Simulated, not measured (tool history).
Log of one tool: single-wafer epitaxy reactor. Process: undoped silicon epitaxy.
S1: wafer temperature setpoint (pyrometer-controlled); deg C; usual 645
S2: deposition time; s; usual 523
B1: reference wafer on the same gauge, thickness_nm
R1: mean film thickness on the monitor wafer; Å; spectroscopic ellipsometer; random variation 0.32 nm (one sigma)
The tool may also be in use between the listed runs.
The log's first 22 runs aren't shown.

run    hour   S1   S2      B1      R1
 23  1284.5  645  523  79.705  719.79
 24  1329.8  635  462  79.608  525.76
     1389.3  -- pyrometer calibrated
 25  1391.8  645  523  79.530  747.10
 26  1452.0  645  493  79.750  703.48
 27  1507.8  637  493  79.782  605.26
 28  1541.2  650  551  79.627  863.74
 29  1697.8  645  496  79.537  697.29
 30  1724.2  645  523  79.597  741.89
 31  1769.4  639  551  79.724  694.95
 32  1798.9  645  523  79.515  733.35
 33  1858.4  652  559  79.782  905.10
 34  1898.1  645  523  79.743  737.87
 35  1938.8  635  625  79.739  721.51
 36  1995.7  652  452  79.583  725.43

The next listed run, before its measurement:
 37  2021.3  645  523   ?   ?

Run 37 gave B1 79.573, R1 732.33 Å.
Without the tool's hidden state the same run would have given R1 750.84 Å.
